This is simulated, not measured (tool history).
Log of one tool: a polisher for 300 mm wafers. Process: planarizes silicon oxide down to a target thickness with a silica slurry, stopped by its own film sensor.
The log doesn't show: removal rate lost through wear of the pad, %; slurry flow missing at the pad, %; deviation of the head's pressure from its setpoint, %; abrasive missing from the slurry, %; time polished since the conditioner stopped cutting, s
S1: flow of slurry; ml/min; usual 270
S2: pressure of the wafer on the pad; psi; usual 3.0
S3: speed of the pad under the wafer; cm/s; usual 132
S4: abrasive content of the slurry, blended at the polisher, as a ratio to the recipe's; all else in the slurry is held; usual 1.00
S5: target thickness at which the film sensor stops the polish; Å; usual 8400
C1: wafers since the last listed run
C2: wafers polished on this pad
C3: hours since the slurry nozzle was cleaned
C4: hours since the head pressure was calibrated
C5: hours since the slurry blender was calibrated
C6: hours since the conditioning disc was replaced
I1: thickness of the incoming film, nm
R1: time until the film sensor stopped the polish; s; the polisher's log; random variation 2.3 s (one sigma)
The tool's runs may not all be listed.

run     day   S1   S2   S3    S4    S5   C1    C2     C3      C4     C5     C6      I1     R1
  1   0.000  270  3.0  132  1.00  8400    0  1134   48.6   649.3   68.5  230.2  1174.1  127.0
      0.471  -- worn pad replaced by a new one
  2   1.479  270  2.6  132  1.00  8400  202   155   84.1   684.8  104.0  265.7  1192.8  141.4
  3   2.796  270  3.0  132  1.00  8400  203   358  115.7   716.4  135.6  297.3  1170.6  125.4
  4   3.625  240  2.0  174  0.80  8400  127   486  135.6   736.3  155.5  317.2  1195.4  155.3
  5   4.183  270  3.0  132  1.00  8400   86   572  149.0   749.7  168.9  330.6  1194.0  133.4
      5.250  -- slurry blender recalibrated
      5.350  -- conditioning disc replaced and pad reconditioned
  6   5.625  270  3.0   98  0.90  7280  196   769  183.6   784.3    9.0    6.6  1185.4  223.6
  7   6.771  270  3.0  132  1.00  8400  176   946  211.1   811.8   36.5   34.1  1188.7  133.6
  8   7.358  270  3.0  146  1.15  8400   90  1037  225.2   825.9   50.6   48.2  1196.2  118.8
  9   7.938  270  3.0  132  1.00  7940   89  1126  239.1   839.8   64.5   62.1  1179.7  143.7
 10   8.596  270  3.0  132  1.00  8400  101  1228  254.9   855.6   80.3   77.9  1176.1  125.4
      9.858  -- worn pad replaced by a new one
 11  10.596  270  3.0  132  1.00  8400  282   114  302.9   903.6  128.3  125.9  1195.1  135.0
 12  11.854  270  3.0  110  0.75  8770  194   308  333.1   933.8  158.5  156.1  1188.5  147.1
 13  12.850  215  3.8  132  1.00  8400  153   461  357.0   957.7  182.4  180.0  1170.0  104.6
     13.096  -- slurry blender recalibrated
 14  14.783  180  2.0  132  0.75  8400  285   747  403.4  1004.1   40.5  226.4  1208.4  207.3
 15  15.346  270  3.0  132  1.00  8400   86   834  416.9  1017.6   54.0  239.9  1187.3  127.9
 16  16.550  270  2.0  132  1.00  9400  185  1020  445.8  1046.5   82.9  268.8  1186.7  125.2
     16.950  -- slurry nozzle cleaned
     17.479  -- head pressure recalibrated
 17  17.933  270  3.0  132  1.00  8400  194  1214   23.6    10.9  116.1  302.0  1208.8  136.7
 18  19.388  270  2.0  132  0.75  8400  224  1438   58.5    45.8  151.0  336.9  1182.6  184.8
     19.983  -- worn pad replaced by a new one
 19  20.754  270  2.4  132  1.00  8400  185   119   91.3    78.6  183.8  369.7  1184.0  151.6
     21.767  -- slurry blender recalibrated
     22.029  -- conditioning disc replaced and pad reconditioned
 20  22.192  270  3.0  132  0.90  8400  196   315  125.8   113.1   10.2    3.9  1184.8  134.0
 21  23.308  270  2.4  132  1.00  8080  172   487  152.6   139.9   37.0   30.7  1197.0  170.9
 22  24.504  350  3.3  132  1.00  8400  184   672  181.3   168.6   65.7   59.4  1202.4  126.4
 23  25.604  270  3.0  132  1.00  8400  169   841  207.7   195.0   92.1   85.8  1182.8  124.5
 24  26.512  235  3.0  132  0.80  8400  140   982  229.5   216.8  113.9  107.6  1205.7  147.1
 25  27.092  270  3.0   90  1.00  8400   89  1071  243.4   230.7  127.8  121.5  1192.2  173.8

Forecast each of these 4 alternatives for the next run:
  A  27.112  270  3.0  104  1.00  8400   3  1074  243.9  231.2  128.3  122.0  1199.4   ?
  B  27.112  270  3.0  132  1.00  7650   3  1074  243.9  231.2  128.3  122.0  1199.4   ?
  C  27.112  270  2.1  156  0.70  8400   3  1074  243.9  231.2  128.3  122.0  1199.4   ?
  D  27.112  270  3.0  112  1.00  8400   3  1074  243.9  231.2  128.3  122.0  1199.4   ?

run     R1
  A  166.9
  B  166.7
  C  172.1
  D  157.3
Without the tool's hidden state the same runs would have given:
run     R1
  A  166.9
  B  166.7
  C  172.1
  D  157.3
